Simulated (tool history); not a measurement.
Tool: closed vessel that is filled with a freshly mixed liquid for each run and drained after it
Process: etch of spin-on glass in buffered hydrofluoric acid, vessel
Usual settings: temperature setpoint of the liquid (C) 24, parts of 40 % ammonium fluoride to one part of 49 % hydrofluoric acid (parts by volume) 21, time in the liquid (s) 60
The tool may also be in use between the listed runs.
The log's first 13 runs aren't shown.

run,hour,temperature setpoint of the liquid (C),parts of 40 % ammonium fluoride to one part of 49 % hydrofluoric acid (parts by volume),time in the liquid (s),wafers since the last listed run,hours since the thermometer was replaced,hours since the hydrofluoric acid flow meter was replaced,hours since the gauge calibration,"read-back film thickness of the spin-on glass reference wafer, read on the same gauge (nm)",thickness taken off the spin-on glass on a monitor wafer (nm)
14,924.1,24,21,60,8472,505.7,394.3,262.1,100.03,67.55
# hour 980.2: thermometer replaced
15,983.5,24,21,60,7577,3.3,453.7,321.5,100.03,70.61
16,1043.9,25.5,21,60,7836,63.7,514.1,381.9,100.02,75.91
17,1100.8,24,18.5,60,7382,120.6,571,438.8,100.03,77.98
18,1164.5,24,24,60,8264,184.3,634.7,502.5,99.99,62.89
19,1208.3,28,21,35,5682,228.1,678.5,546.3,99.98,49.86
20,1269.1,28,18,60,7888,288.9,739.3,607.1,100.03,97.15
21,1293.7,24,14,60,3191,313.5,763.9,631.7,99.98,100.65
22,1341.1,21,15.5,85,6149,360.9,811.3,679.1,99.99,108.45
23,1408.8,20.5,26,90,8783,428.6,879,746.8,100,71.9
24,1453,19.5,21,45,5734,472.8,923.2,791,100,39.55
25,1518.3,20,21,90,8472,538.1,988.5,856.3,100,80.34
# hour 1536: thermometer replaced
26,1564.4,27,13,45,5851,28.4,1034.6,902.4,100.01,98.12
27,1616.8,21,18,75,6798,80.8,1087,954.8,100,85.04
28,1687.5,21.5,24,90,9172,151.5,1157.7,1025.5,99.99,83.48
29,1748.1,22,18.5,80,7862,212.1,1218.3,1086.1,99.97,91.91
30,1817,24,21,60,8939,281,1287.2,1155,99.99,68
31,1888.7,24,17,30,9302,352.7,1358.9,1226.7,100.02,41.17
32,1959,20.5,14,85,9121,423,1429.2,1297,100.01,116.4
33,1993,24,13,60,4411,457,1463.2,1331,100.01,106.19
34,2018.2,24,26.5,60,3269,482.2,1488.4,1356.2,99.97,57.24

3 ways to go on from here, each from the tool as it stands after run 34. What would each give?
A,2018.9,24,21,60,90,482.9,1489.1,1356.9,?,?
B,2018.9,21.5,21,35,90,482.9,1489.1,1356.9,?,?
C,2018.9,24,14.5,60,90,482.9,1489.1,1356.9,?,?

run,"read-back film thickness of the spin-on glass reference wafer, read on the same gauge (nm)",thickness taken off the spin-on glass on a monitor wafer (nm)
A,100.03,66.88
B,100.03,33.96
C,100.03,94.94
Without the tool's hidden state the same runs would have given:
run,thickness taken off the spin-on glass on a monitor wafer (nm)
A,70.15
B,35.65
C,99.57
